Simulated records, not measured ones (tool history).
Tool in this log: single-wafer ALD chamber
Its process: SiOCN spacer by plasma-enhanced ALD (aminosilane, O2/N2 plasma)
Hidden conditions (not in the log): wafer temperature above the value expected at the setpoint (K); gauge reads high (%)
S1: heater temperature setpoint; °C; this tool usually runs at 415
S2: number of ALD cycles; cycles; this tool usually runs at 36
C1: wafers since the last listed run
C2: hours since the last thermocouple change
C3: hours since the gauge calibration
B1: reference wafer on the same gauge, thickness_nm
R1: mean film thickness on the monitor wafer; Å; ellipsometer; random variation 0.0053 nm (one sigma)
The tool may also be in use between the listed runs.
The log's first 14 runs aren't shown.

At day 28.971: gauge calibrated.
Run 15, day 29.938: usual settings but S1 410 °C; C1 463; C2 2678.1; C3 23.2; B1 2.430. Result: R1 21.92 Å.
Run 16, day 32.488: usual settings but S1 410 °C, S2 42 cycles; C1 615; C2 2739.3; C3 84.4; B1 2.429. Result: R1 25.64 Å.
At day 33.667: thermocouple changed; heater temperature recalibrated.
Run 17, day 35.100: usual settings; C1 550; C2 34.4; C3 147.1; B1 2.429. Result: R1 21.21 Å.
Run 18, day 36.108: usual settings but S1 421 °C, S2 41 cycles; C1 243; C2 58.6; C3 171.3; B1 2.430. Result: R1 23.61 Å.
Run 19, day 38.133: usual settings but S1 408 °C, S2 33 cycles; C1 488; C2 107.2; C3 219.9; B1 2.430. Result: R1 19.88 Å.
Run 20, day 40.088: usual settings; C1 471; C2 154.1; C3 266.8; B1 2.428. Result: R1 21.11 Å.
Run 21, day 42.142: usual settings; C1 495; C2 203.4; C3 316.1; B1 2.428. Result: R1 21.23 Å.
Run 22, day 43.925: usual settings; C1 430; C2 246.2; C3 358.9; B1 2.430. Result: R1 21.12 Å.
Run 23, day 46.646: usual settings but S1 429 °C, S2 41 cycles; C1 656; C2 311.5; C3 424.2; B1 2.429. Result: R1 23.08 Å.
Run 24, day 51.308: usual settings; C1 1125; C2 423.4; C3 536.1; B1 2.430. Result: R1 21.24 Å.
Run 25, day 53.412: usual settings but S1 400 °C; C1 507; C2 473.9; C3 586.6; B1 2.429. Result: R1 22.09 Å.
Run 26, day 54.892: usual settings but S1 403 °C; C1 357; C2 509.4; C3 622.1; B1 2.428. Result: R1 22.06 Å.
Run 27, day 56.121: usual settings but S1 402 °C, S2 39 cycles; C1 296; C2 538.9; C3 651.6; B1 2.429. Result: R1 23.99 Å.
Run 28, day 58.933: usual settings but S2 33 cycles; C1 678; C2 606.4; C3 719.1; B1 2.429. Result: R1 19.46 Å.
Run 29, day 60.238: usual settings; C1 314; C2 637.7; C3 750.4; B1 2.430. Result: R1 21.26 Å.
Run 30, day 62.854: usual settings but S1 423 °C, S2 39 cycles; C1 631; C2 700.5; C3 813.2; B1 2.432. Result: R1 22.41 Å.
Run 31, day 64.496: usual settings; C1 396; C2 739.9; C3 852.6; B1 2.428. Result: R1 21.34 Å.

Here are 5 independent what-if runs from the current tool condition. What would each one return?
Run A, day 64.517: usual settings; C1 5; C2 740.4; C3 853.1; B1 ?. Result: R1 ?.
Run B, day 64.517: usual settings but S2 38 cycles; C1 5; C2 740.4; C3 853.1; B1 ?. Result: R1 ?.
Run C, day 64.517: usual settings but S1 404 °C, S2 32 cycles; C1 5; C2 740.4; C3 853.1; B1 ?. Result: R1 ?.
Run D, day 64.517: usual settings but S1 426 °C; C1 5; C2 740.4; C3 853.1; B1 ?. Result: R1 ?.
Run E, day 64.517: usual settings but S1 410 °C, S2 40 cycles; C1 5; C2 740.4; C3 853.1; B1 ?. Result: R1 ?.

run     B1     R1
  A  2.431  21.32
  B  2.431  22.50
  C  2.431  19.63
  D  2.431  20.54
  E  2.431  24.07
Without the tool's hidden state the same runs would have given:
run     R1
  A  21.10
  B  22.27
  C  19.44
  D  20.33
  E  23.83
